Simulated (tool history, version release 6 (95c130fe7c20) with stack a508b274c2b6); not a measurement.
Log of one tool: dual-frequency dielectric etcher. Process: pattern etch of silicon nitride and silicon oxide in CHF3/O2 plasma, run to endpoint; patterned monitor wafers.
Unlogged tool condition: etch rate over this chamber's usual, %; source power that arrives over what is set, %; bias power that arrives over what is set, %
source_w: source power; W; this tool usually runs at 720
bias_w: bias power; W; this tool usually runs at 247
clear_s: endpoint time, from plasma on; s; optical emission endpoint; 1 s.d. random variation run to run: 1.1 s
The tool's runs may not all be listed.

run,hour,source_w,bias_w,wafers since the last listed run,hours since the last wet clean,hours since the last source power generator calibration,hours since the last bias power generator calibration,hours since the last upper electrode change,"incoming incoming film thickness, nm",clear_s
1,0.0,630,247,0,106.1,3511.2,3796.7,3759.1,224.4,140.0
2,17.6,630,247,114,123.7,3528.8,3814.3,3776.7,224.3,139.8
3,28.3,630,247,69,134.4,3539.5,3825.0,3787.4,224.0,140.3
4,39.4,720,247,72,145.5,3550.6,3836.1,3798.5,223.2,132.0
5,47.2,720,247,50,153.3,3558.4,3843.9,3806.3,222.3,131.7
6,63.7,720,247,107,169.8,3574.9,3860.4,3822.8,223.2,133.0
7,70.6,640,247,44,176.7,3581.8,3867.3,3829.7,222.8,141.5
8,85.3,640,247,95,191.4,3596.5,3882.0,3844.4,224.3,140.2
9,101.9,640,247,107,208.0,3613.1,3898.6,3861.0,224.7,143.2
10,108.9,720,247,45,215.0,3620.1,3905.6,3868.0,223.6,132.6
11,118.1,720,247,59,224.2,3629.3,3914.8,3877.2,223.6,134.4
12,135.0,860,247,109,241.1,3646.2,3931.7,3894.1,225.0,125.0
13,141.3,860,247,40,247.4,3652.5,3938.0,3900.4,224.7,124.1
14,147.9,860,247,42,254.0,3659.1,3944.6,3907.0,224.5,123.0
15,159.6,770,247,75,265.7,3670.8,3956.3,3918.7,227.3,131.9
16,171.2,720,247,75,277.3,3682.4,3967.9,3930.3,226.4,135.2
17,186.7,540,276,100,292.8,3697.9,3983.4,3945.8,223.7,147.2
18,197.8,870,247,72,303.9,3709.0,3994.5,3956.9,225.4,125.0
# hour 212.4: source power generator calibrated
19,212.9,720,288,72,319.0,0.5,4009.6,3972.0,224.4,125.6
20,224.2,770,247,73,330.3,11.8,4020.9,3983.3,224.5,131.6
21,239.3,770,285,97,345.4,26.9,4036.0,3998.4,224.3,123.1
22,247.3,720,247,51,353.4,34.9,4044.0,4006.4,224.8,137.9
# hour 271.9: upper electrode replaced
# hour 276.3: bias power generator calibrated
# hour 292.8: wet clean of the chamber
23,293.3,660,247,9,0.5,80.9,17.0,21.4,224.4,139.9
24,293.7,810,209,2,0.9,81.3,17.4,21.8,226.6,133.1
25,294.1,840,247,2,1.3,81.7,17.8,22.2,226.1,124.6
26,298.4,650,227,27,5.6,86.0,22.1,26.5,222.2,143.1
27,313.2,720,247,96,20.4,100.8,36.9,41.3,223.5,134.1
28,322.3,640,205,59,29.5,109.9,46.0,50.4,225.5,152.9
29,336.9,590,280,94,44.1,124.5,60.6,65.0,222.5,136.7
30,370.4,720,202,217,77.6,158.0,94.1,98.5,225.7,146.9
31,380.7,800,188,66,87.9,168.3,104.4,108.8,222.9,141.8

Consider 5 possible next runs. They are alternatives, not a sequence: every one starts from the tool as it was left by run 31. What does each give?
A,381.2,720,247,3,88.4,168.8,104.9,109.3,223.3,?
B,381.2,890,229,3,88.4,168.8,104.9,109.3,223.3,?
C,381.2,900,192,3,88.4,168.8,104.9,109.3,223.3,?
D,381.2,820,270,3,88.4,168.8,104.9,109.3,223.3,?
E,381.2,830,267,3,88.4,168.8,104.9,109.3,223.3,?

run,clear_s
A,134.3
B,126.0
C,135.2
D,121.7
E,121.7
Take away the tool's hidden state, keep each run's random variation, and the runs would have read:
run,clear_s
A,132.8
B,124.6
C,133.7
D,120.4
E,120.4
